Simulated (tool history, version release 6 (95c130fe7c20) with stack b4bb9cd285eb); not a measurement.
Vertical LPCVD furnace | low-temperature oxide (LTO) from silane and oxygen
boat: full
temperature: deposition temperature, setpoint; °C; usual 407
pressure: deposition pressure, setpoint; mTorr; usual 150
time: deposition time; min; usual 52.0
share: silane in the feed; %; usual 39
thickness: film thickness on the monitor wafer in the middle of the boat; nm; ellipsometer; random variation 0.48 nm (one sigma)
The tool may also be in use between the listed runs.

| run | hour | temperature | pressure | time | share | read-back reference wafer on the same gauge, thickness | thickness |
|---|---|---|---|---|---|---|---|
| 1 | 0.0 | 407 | 150 | 52.0 | 39 | 355.28 | 334.57 |
| 2 | 17.7 | 407 | 150 | 52.0 | 39 | 354.95 | 335.30 |
| 3 | 29.8 | 404 | 150 | 52.0 | 39 | 354.95 | 324.07 |
| 4 | 44.5 | 404 | 150 | 52.0 | 39 | 354.84 | 323.57 |
| 5 | 51.4 | 404 | 150 | 52.0 | 39 | 355.25 | 323.39 |
| 6 | 59.0 | 407 | 165 | 52.0 | 39 | 354.63 | 368.74 |
| 7 | 67.8 | 407 | 165 | 52.0 | 39 | 355.21 | 368.11 |
| 8 | 78.2 | 407 | 165 | 52.0 | 39 | 354.82 | 367.62 |
| 9 | 89.9 | 407 | 150 | 52.0 | 39 | 355.07 | 335.73 |
| 10 | 101.4 | 414 | 170 | 36.5 | 35 | 354.88 | 250.50 |
| 11 | 127.0 | 407 | 150 | 52.0 | 39 | 354.85 | 334.88 |
| 12 | 131.3 | 407 | 150 | 52.0 | 39 | 354.88 | 334.84 |
| 13 | 135.6 | 407 | 180 | 52.0 | 39 | 354.97 | 400.26 |
| 14 | 172.9 | 407 | 140 | 52.0 | 32 | 355.27 | 231.14 |
| 15 | 177.2 | 407 | 150 | 52.0 | 39 | 355.38 | 319.38 |
| 16 | 181.6 | 415 | 150 | 52.0 | 46 | 354.83 | 415.33 |
| 17 | 221.2 | 407 | 125 | 52.0 | 36 | 354.82 | 242.51 |
| 18 | 232.9 | 407 | 150 | 52.0 | 32 | 354.85 | 248.33 |

Not shown: 5 entries that the log had between the listed runs. Between which runs, and how does the tool's hidden state differ before and after?
Between runs 8 and 9: gauge calibrated (hour 83.6)
  no hidden state differs between the two runs
  measured less the result without the state, thickness: +16.78 -> +15.34 nm
Between runs 10 and 11: silane flow controller replaced (hour 126.5)
  true tube temperature minus thermocouple reading, K: 4.36 -> 4.37
  measured less the result without the state, thickness: +11.51 -> +15.35 nm
Between runs 13 and 14: pressure gauge zeroed (hour 166.1); thermocouples replaced and temperature profile calibrated (hour 172.4)
  true tube temperature minus thermocouple reading, K: 4.38 -> 0.0452
  measured less the result without the state, thickness: +18.36 -> +0.11 nm
Between runs 16 and 17: gauge calibrated (hour 207.9)
  true tube temperature minus thermocouple reading, K: 0.117 -> 0.426
  measured less the result without the state, thickness: +0.48 -> +1.14 nm

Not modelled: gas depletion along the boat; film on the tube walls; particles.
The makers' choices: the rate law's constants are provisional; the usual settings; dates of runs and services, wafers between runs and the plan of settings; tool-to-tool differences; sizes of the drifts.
